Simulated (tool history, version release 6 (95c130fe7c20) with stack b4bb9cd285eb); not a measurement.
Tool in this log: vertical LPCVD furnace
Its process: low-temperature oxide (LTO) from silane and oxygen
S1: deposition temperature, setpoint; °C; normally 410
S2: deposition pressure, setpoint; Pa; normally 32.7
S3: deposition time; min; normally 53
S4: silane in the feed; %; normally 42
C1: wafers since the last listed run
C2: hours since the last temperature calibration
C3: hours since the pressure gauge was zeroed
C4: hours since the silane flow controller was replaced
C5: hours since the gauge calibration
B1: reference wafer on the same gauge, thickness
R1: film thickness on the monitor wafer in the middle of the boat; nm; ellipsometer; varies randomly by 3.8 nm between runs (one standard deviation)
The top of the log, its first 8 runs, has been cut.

run	day	S1	S2	S3	S4	C1	C2	C3	C4	C5	B1	R1
9	18.696	406	32.7	53	42	597	3293	3538.2	5192.7	1054	676.21	697.01
10	20.788	406	32.7	53	42	585	3343.2	3588.4	5242.9	1104.2	674.58	693.48
11	22.138	417	32.7	53	42	378	3375.6	3620.8	5275.3	1136.6	674.62	777.95
12	24.862	410	32.7	38.5	42	763	3441	3686.2	5340.7	1202	674.59	528.29
13	27.042	416	36	53	34	610	3493.3	3738.5	5393	1254.3	674.55	661.33
# day 28.421: silane flow controller replaced
14	29.912	410	32.7	34.5	42	524	3562.2	3807.4	35.8	1323.2	674.62	471.66
15	32.412	410	32.7	53	42	700	3622.2	3867.4	95.8	1383.2	674.96	721.43
16	33.992	410	32.7	47	42	442	3660.1	3905.3	133.7	1421.1	675.64	641.04
17	36.288	410	32.7	63.5	42	643	3715.2	3960.4	188.8	1476.2	675.46	876.58
18	39.158	420	40.7	36.5	49	804	3784.1	4029.3	257.7	1545.1	674.44	786.49
# day 41.162: thermocouples replaced and temperature profile calibrated
19	41.183	410	32.7	53	42	287	0.5	4077.9	306.3	1593.7	675.47	723.37
# day 43.121: gauge calibrated
20	43.504	405	24.7	68.5	42	650	56.2	4133.6	362	9.2	674.31	668.58
# day 46.042: pressure gauge zeroed
21	46.058	410	32.7	53	42	435	117.5	0.4	423.3	70.5	674.99	723.66
22	49.038	413	32.7	53	35	834	189	71.9	494.8	142	674.97	601.27
23	50.871	410	36.7	41.5	49	513	233	115.9	538.8	186	674.84	744.04
24	52.646	410	32.7	53	42	497	275.6	158.5	581.4	228.6	675	724.11
25	54.412	410	36.7	35	42	494	318	200.9	623.8	271	675.56	537.56
26	56.996	398	28	53	42	723	380	262.9	685.8	333	674.63	544.03
27	59.1	410	32.7	53	42	589	430.5	313.4	736.3	383.5	674.93	726.61
28	61.558	410	32.7	53	42	688	489.5	372.4	795.3	442.5	676.21	716.52
29	64.533	407	27.3	62.5	34	833	560.9	443.8	866.7	513.9	675.53	531.67
30	66.058	406	39.3	33	35	427	597.5	480.4	903.3	550.5	674.92	415.79

Each row is a separate what-if for the run after 30, all from the same tool condition, not one after another. Results?
A	66.258	410	32.7	53	42	56	602.3	485.2	908.1	555.3	?	?
B	66.258	410	32.7	53	37	56	602.3	485.2	908.1	555.3	?	?
C	66.258	417	35.3	36.5	38	56	602.3	485.2	908.1	555.3	?	?
D	66.258	410	25.3	53	46	56	602.3	485.2	908.1	555.3	?	?
E	66.258	410	40	47.5	39	56	602.3	485.2	908.1	555.3	?	?

run	B1	R1
A	675.63	723.35
B	675.63	623.4
C	675.63	516.96
D	675.63	615.62
E	675.63	729.46
Without the tool's unlogged condition, the same runs would have read:
run	R1
A	723.35
B	623.4
C	516.96
D	615.62
E	729.46

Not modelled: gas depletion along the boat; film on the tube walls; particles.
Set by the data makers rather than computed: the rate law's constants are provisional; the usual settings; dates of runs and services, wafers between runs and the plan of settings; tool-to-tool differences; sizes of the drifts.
